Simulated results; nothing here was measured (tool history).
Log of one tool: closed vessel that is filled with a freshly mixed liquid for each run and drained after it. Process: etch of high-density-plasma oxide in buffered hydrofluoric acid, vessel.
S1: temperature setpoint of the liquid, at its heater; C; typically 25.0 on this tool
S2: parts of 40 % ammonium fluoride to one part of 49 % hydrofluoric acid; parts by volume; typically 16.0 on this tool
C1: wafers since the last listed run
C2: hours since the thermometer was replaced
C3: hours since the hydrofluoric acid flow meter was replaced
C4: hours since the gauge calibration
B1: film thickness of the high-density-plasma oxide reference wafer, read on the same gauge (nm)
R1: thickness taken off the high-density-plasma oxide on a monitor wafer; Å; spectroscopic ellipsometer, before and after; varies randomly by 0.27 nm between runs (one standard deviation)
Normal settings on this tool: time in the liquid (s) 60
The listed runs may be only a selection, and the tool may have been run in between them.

Run 1, day 0.000: usual settings; C1 0; C2 1673.2; C3 1863.5; C4 41.0; B1 120.00. Result: R1 584.0 Å.
Run 2, day 0.958: usual settings but time in the liquid (s) 70; C1 2044; C2 1696.2; C3 1886.5; C4 64.0; B1 120.00. Result: R1 671.2 Å.
Run 3, day 2.325: usual settings but time in the liquid (s) 70; C1 2915; C2 1729.0; C3 1919.3; C4 96.8; B1 120.00. Result: R1 678.0 Å.
Run 4, day 2.921: usual settings but S1 22.0 C, time in the liquid (s) 30; C1 1270; C2 1743.3; C3 1933.6; C4 111.1; B1 119.99. Result: R1 244.8 Å.
Run 5, day 3.471: usual settings but S1 22.0 C, time in the liquid (s) 30; C1 1173; C2 1756.5; C3 1946.8; C4 124.3; B1 119.99. Result: R1 244.2 Å.
Run 6, day 4.150: usual settings but S2 18.0 parts by volume, time in the liquid (s) 40; C1 1448; C2 1772.8; C3 1963.1; C4 140.6; B1 120.03. Result: R1 340.6 Å.
Run 7, day 4.892: usual settings but S1 28.0 C; C1 1582; C2 1790.6; C3 1980.9; C4 158.4; B1 120.01. Result: R1 675.9 Å.
At day 6.288: thermometer replaced.
Run 8, day 6.329: usual settings but S2 21.0 parts by volume, time in the liquid (s) 75; C1 2977; C2 1.0; C3 2015.4; C4 192.9; B1 120.01. Result: R1 578.0 Å.
Run 9, day 7.704: usual settings but S1 22.0 C, S2 11.0 parts by volume; C1 2933; C2 34.0; C3 2048.4; C4 225.9; B1 119.98. Result: R1 706.6 Å.
At day 7.883: gauge calibrated.
Run 10, day 8.367: usual settings but S1 26.5 C, S2 10.0 parts by volume; C1 1413; C2 49.9; C3 2064.3; C4 11.6; B1 120.00. Result: R1 990.7 Å.
At day 8.708: hydrofluoric acid flow meter replaced.
Run 11, day 9.296: usual settings but S1 28.0 C, S2 9.5 parts by volume, time in the liquid (s) 35; C1 1893; C2 72.2; C3 14.1; C4 33.9; B1 119.99. Result: R1 719.9 Å.
Run 12, day 10.396: usual settings but S1 27.5 C, S2 10.5 parts by volume; C1 2346; C2 98.6; C3 40.5; C4 60.3; B1 119.96. Result: R1 1100.0 Å.
Run 13, day 11.450: usual settings but time in the liquid (s) 70; C1 2248; C2 123.9; C3 65.8; C4 85.6; B1 119.99. Result: R1 742.0 Å.
Run 14, day 12.179: usual settings; C1 1555; C2 141.4; C3 83.3; C4 103.1; B1 120.00. Result: R1 641.2 Å.

Selected run-to-run steps in R1, each split into two signed amounts: the part the tool would show with no hidden state at all (from settings, incoming material and random variation), and the remainder, which goes to the hidden state together with any gauge scatter not common to the measured and the hidden-state-free results:
Hidden conditions of the tool in this case: liquid colder than its thermometer reads (K); hydrofluoric acid flow below the setpoint (%); gauge reads high (%).
Run 3 -> 4: S1 25.0 -> 22.0, time in the liquid (s) 70 -> 30. R1 -433.2 Å: hidden state +51.5, all else -484.7.
Run 10 -> 11: S1 26.5 -> 28.0, S2 10.0 -> 9.5, time in the liquid (s) 60 -> 35, hydrofluoric acid flow meter replaced. R1 -270.8 Å: hidden state +120.6, all else -391.4.
